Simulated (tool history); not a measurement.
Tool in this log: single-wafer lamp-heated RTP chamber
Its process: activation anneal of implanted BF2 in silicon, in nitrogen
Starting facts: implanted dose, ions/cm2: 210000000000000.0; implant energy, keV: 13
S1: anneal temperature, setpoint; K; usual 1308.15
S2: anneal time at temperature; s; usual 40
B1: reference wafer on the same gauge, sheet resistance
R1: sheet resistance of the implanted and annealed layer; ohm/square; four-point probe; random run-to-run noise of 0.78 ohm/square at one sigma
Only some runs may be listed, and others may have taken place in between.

run,day,S1,S2,B1,R1
1,0,1308.15,40,586.9,515.82
2,2.246,1308.15,40,586.97,517.06
3,3.946,1308.15,40,586.99,516.61
4,6.596,1290.15,40,587.02,521.1
5,9.704,1290.15,40,586.91,523.73
6,11.446,1290.15,40,587.11,524.27
7,13.842,1308.15,57,587,509.75
8,15.683,1308.15,57,586.88,507.69
9,18.483,1308.15,57,586.9,508.7
10,19.992,1289.15,40,587.09,521.69
11,21.65,1289.15,40,587.05,521
12,24.362,1289.15,40,586.93,521.69
13,26.688,1308.15,40,587.1,515.06
14,27.908,1308.15,40,586.92,514.75
15,30.1,1287.15,55,586.91,519.35
16,32.788,1308.15,23,587.04,528.56
17,35.421,1308.15,40,586.94,518.17
18,37.621,1319.15,57,587.01,501.66
19,39.708,1324.15,19,586.99,525.29
20,42.588,1338.15,40,587,499.3
21,43.933,1335.15,51,587,494.97
22,45.733,1297.15,18,587.1,533.34
23,47.504,1308.15,40,586.95,519.83
24,49.942,1308.15,40,586.84,518.05
25,51.096,1326.15,52,587.01,502.55
26,59.038,1323.15,33,587.1,514.95
27,61.308,1285.15,17,587,534.47
28,63.004,1308.15,40,586.95,515.85

The log once held 7 entries between its listed runs, left out of this copy. Where does each go, and what is different about the tool's unlogged condition between the listed run before it and the listed run after it?
After run 2, before run 3: reflector plate cleaned (day 3.925)
  true wafer temperature minus pyrometer reading, K: 11.1 -> 11.6
  measured minus no-state result, R1: -3.54 -> -3.71 ohm/square
After run 4, before run 5: pyrometer window cleaned and pyrometer calibrated (day 9.683)
  true wafer temperature minus pyrometer reading, K: 12 -> 1.83
  measured minus no-state result, R1: -3.04 -> -0.48 ohm/square
After run 11, before run 12: reflector plate cleaned (day 22.617)
  true wafer temperature minus pyrometer reading, K: 12.5 -> 13.2
  measured minus no-state result, R1: -3.19 -> -3.35 ohm/square
After run 14, before run 15: pyrometer window cleaned and pyrometer calibrated (day 29.871)
  true wafer temperature minus pyrometer reading, K: 13.7 -> 1.06
  measured minus no-state result, R1: -4.56 -> -0.31 ohm/square
After run 19, before run 20: reflector plate cleaned (day 41.158)
  true wafer temperature minus pyrometer reading, K: 10.6 -> 11.6
  measured minus no-state result, R1: -3.12 -> -7 ohm/square
After run 22, before run 23: pyrometer window cleaned and pyrometer calibrated (day 47.429)
  true wafer temperature minus pyrometer reading, K: 12.2 -> 0.462
  measured minus no-state result, R1: -2.13 -> -0.13 ohm/square
After run 23, before run 24: gauge calibrated (day 47.996)
  true wafer temperature minus pyrometer reading, K: 0.462 -> 4.48
  measured minus no-state result, R1: -0.13 -> -1.29 ohm/square
